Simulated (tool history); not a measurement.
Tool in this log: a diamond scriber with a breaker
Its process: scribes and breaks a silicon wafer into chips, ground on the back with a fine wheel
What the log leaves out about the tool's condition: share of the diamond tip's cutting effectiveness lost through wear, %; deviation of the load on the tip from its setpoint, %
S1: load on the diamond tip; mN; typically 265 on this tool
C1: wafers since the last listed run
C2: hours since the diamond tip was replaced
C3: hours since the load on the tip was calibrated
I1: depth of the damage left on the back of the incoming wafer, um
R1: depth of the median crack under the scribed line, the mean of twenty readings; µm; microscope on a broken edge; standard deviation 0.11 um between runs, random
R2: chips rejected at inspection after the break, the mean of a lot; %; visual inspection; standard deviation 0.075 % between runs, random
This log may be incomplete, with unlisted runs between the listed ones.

Run 1, hour 0.0: usual settings but S1 323 mN; C1 0; C2 19.9; C3 784.1; I1 2.34. Result: R1 11.66 µm, R2 2.57 %.
Run 2, hour 60.1: usual settings but S1 323 mN; C1 373; C2 80.0; C3 844.2; I1 2.81. Result: R1 11.69 µm, R2 3.12 %.
Run 3, hour 108.6: usual settings; C1 301; C2 128.5; C3 892.7; I1 2.95. Result: R1 10.58 µm, R2 2.78 %.
Run 4, hour 160.4: usual settings; C1 321; C2 180.3; C3 944.5; I1 2.51. Result: R1 10.46 µm, R2 2.07 %.
Run 5, hour 213.7: usual settings; C1 330; C2 233.6; C3 997.8; I1 1.61. Result: R1 10.44 µm, R2 1.49 %.
Run 6, hour 251.6: usual settings; C1 235; C2 271.5; C3 1035.7; I1 2.89. Result: R1 10.32 µm, R2 2.78 %.
Run 7, hour 295.1: usual settings; C1 270; C2 315.0; C3 1079.2; I1 2.75. Result: R1 10.25 µm, R2 2.53 %.
Run 8, hour 322.9: usual settings; C1 172; C2 342.8; C3 1107.0; I1 2.34. Result: R1 10.48 µm, R2 1.94 %.
Run 9, hour 365.6: usual settings; C1 265; C2 385.5; C3 1149.7; I1 1.83. Result: R1 10.59 µm, R2 1.65 %.
Run 10, hour 393.2: usual settings; C1 171; C2 413.1; C3 1177.3; I1 2.10. Result: R1 10.35 µm, R2 1.73 %.
Run 11, hour 456.5: usual settings; C1 393; C2 476.4; C3 1240.6; I1 2.01. Result: R1 10.44 µm, R2 1.82 %.
Run 12, hour 499.6: usual settings; C1 267; C2 519.5; C3 1283.7; I1 2.84. Result: R1 10.18 µm, R2 2.70 %.
At hour 508.1: load on the tip recalibrated.
Run 13, hour 553.0: usual settings; C1 319; C2 572.9; C3 44.9; I1 2.89. Result: R1 10.33 µm, R2 2.68 %.
Run 14, hour 620.9: usual settings but S1 327 mN; C1 421; C2 640.8; C3 112.8; I1 1.92. Result: R1 11.16 µm, R2 2.01 %.
Run 15, hour 668.3: usual settings but S1 327 mN; C1 294; C2 688.2; C3 160.2; I1 2.10. Result: R1 11.32 µm, R2 2.05 %.
Run 16, hour 712.5: usual settings but S1 327 mN; C1 274; C2 732.4; C3 204.4; I1 2.93. Result: R1 11.20 µm, R2 2.77 %.
Run 17, hour 751.4: usual settings; C1 241; C2 771.3; C3 243.3; I1 2.75. Result: R1 10.17 µm, R2 2.88 %.
Run 18, hour 799.8: usual settings; C1 300; C2 819.7; C3 291.7; I1 2.83. Result: R1 10.04 µm, R2 3.14 %.
Run 19, hour 841.6: usual settings; C1 259; C2 861.5; C3 333.5; I1 1.72. Result: R1 10.00 µm, R2 1.78 %.
Run 20, hour 893.3: usual settings but S1 230 mN; C1 321; C2 913.2; C3 385.2; I1 1.84. Result: R1 9.16 µm, R2 3.17 %.
Run 21, hour 937.1: usual settings; C1 271; C2 957.0; C3 429.0; I1 1.93. Result: R1 9.78 µm, R2 2.00 %.
Run 22, hour 966.2: usual settings but S1 316 mN; C1 180; C2 986.1; C3 458.1; I1 1.95. Result: R1 10.54 µm, R2 1.78 %.
Run 23, hour 1013.2: usual settings; C1 291; C2 1033.1; C3 505.1; I1 2.65. Result: R1 9.56 µm, R2 3.21 %.
Run 24, hour 1043.9: usual settings but S1 213 mN; C1 190; C2 1063.8; C3 535.8; I1 1.98. Result: R1 8.67 µm, R2 4.99 %.
Run 25, hour 1086.8: usual settings but S1 191 mN; C1 266; C2 1106.7; C3 578.7; I1 1.84. Result: R1 8.38 µm, R2 6.98 %.
Run 26, hour 1123.7: usual settings but S1 319 mN; C1 229; C2 1143.6; C3 615.6; I1 2.55. Result: R1 10.28 µm, R2 2.07 %.
Run 27, hour 1157.2: usual settings but S1 207 mN; C1 208; C2 1177.1; C3 649.1; I1 2.94. Result: R1 8.41 µm, R2 8.07 %.
Run 28, hour 1185.9: usual settings; C1 178; C2 1205.8; C3 677.8; I1 2.35. Result: R1 9.37 µm, R2 3.36 %.
Run 29, hour 1242.1: usual settings; C1 348; C2 1262.0; C3 734.0; I1 2.53. Result: R1 9.28 µm, R2 3.97 %.
At hour 1254.1: diamond tip replaced by a new one.
Run 30, hour 1284.8: usual settings but S1 319 mN; C1 252; C2 30.7; C3 776.7; I1 1.84. Result: R1 8.69 µm, R2 4.36 %.
Run 31, hour 1318.9: usual settings; C1 211; C2 64.8; C3 810.8; I1 2.79. Result: R1 8.32 µm, R2 8.40 %.
Run 32, hour 1367.0: usual settings but S1 344 mN; C1 298; C2 112.9; C3 858.9; I1 2.41. Result: R1 9.31 µm, R2 3.63 %.
Run 33, hour 1429.0: usual settings but S1 308 mN; C1 385; C2 174.9; C3 920.9; I1 2.24. Result: R1 8.76 µm, R2 4.93 %.
Run 34, hour 1468.6: usual settings but S1 285 mN; C1 245; C2 214.5; C3 960.5; I1 2.86. Result: R1 8.45 µm, R2 7.63 %.
At hour 1578.7: diamond tip replaced by a new one, repeated, since the last time left the tool worse.
Run 35, hour 1590.7: usual settings but S1 304 mN; C1 745; C2 12.0; C3 1082.6; I1 2.28. Result: R1 11.19 µm, R2 2.29 %.
Run 36, hour 1615.5: usual settings but S1 213 mN; C1 154; C2 36.8; C3 1107.4; I1 2.74. Result: R1 9.50 µm, R2 3.82 %.
Run 37, hour 1650.5: usual settings but S1 291 mN; C1 217; C2 71.8; C3 1142.4; I1 2.33. Result: R1 10.89 µm, R2 2.20 %.
Run 38, hour 1676.8: usual settings; C1 163; C2 98.1; C3 1168.7; I1 2.93. Result: R1 10.47 µm, R2 2.58 %.
Run 39, hour 1745.9: usual settings but S1 293 mN; C1 429; C2 167.2; C3 1237.8; I1 2.49. Result: R1 11.05 µm, R2 2.14 %.
At hour 1750.8: load on the tip recalibrated.
Run 40, hour 1799.0: usual settings; C1 317; C2 220.3; C3 48.2; I1 2.19. Result: R1 10.17 µm, R2 1.79 %.
Run 41, hour 1869.6: usual settings but S1 332 mN; C1 438; C2 290.9; C3 118.8; I1 2.57. Result: R1 11.66 µm, R2 2.65 %.

Take each entry between the runs: how does the hidden state at the last listed run before it differ from the hidden state at the first listed run after it?
Between runs 12 and 13: load on the tip recalibrated (hour 508.1)
  share of the diamond tip's cutting effectiveness lost through wear, %: 3.03 -> 3.67
  the result without the hidden state subtracted from the measured one, R1: -0.21 -> -0.27 µm; R2: +0.12 -> +0.15 %
Between runs 29 and 30: diamond tip replaced by a new one (hour 1254.1)
  share of the diamond tip's cutting effectiveness lost through wear, %: 17.4 -> 31.4
  the result without the hidden state subtracted from the measured one, R1: -1.27 -> -2.49 µm; R2: +1.79 -> +2.07 %
Between runs 34 and 35: diamond tip replaced by a new one, repeated, since the last time left the tool worse (hour 1578.7)
  share of the diamond tip's cutting effectiveness lost through wear, %: 31.9 -> 0.535
  the result without the hidden state subtracted from the measured one, R1: -2.48 -> -0.04 µm; R2: +5.15 -> -0.03 %
Between runs 39 and 40: load on the tip recalibrated (hour 1750.8)
  share of the diamond tip's cutting effectiveness lost through wear, %: 0.838 -> 1.06
  the result without the hidden state subtracted from the measured one, R1: -0.06 -> -0.08 µm; R2: -0.03 -> +0.01 %
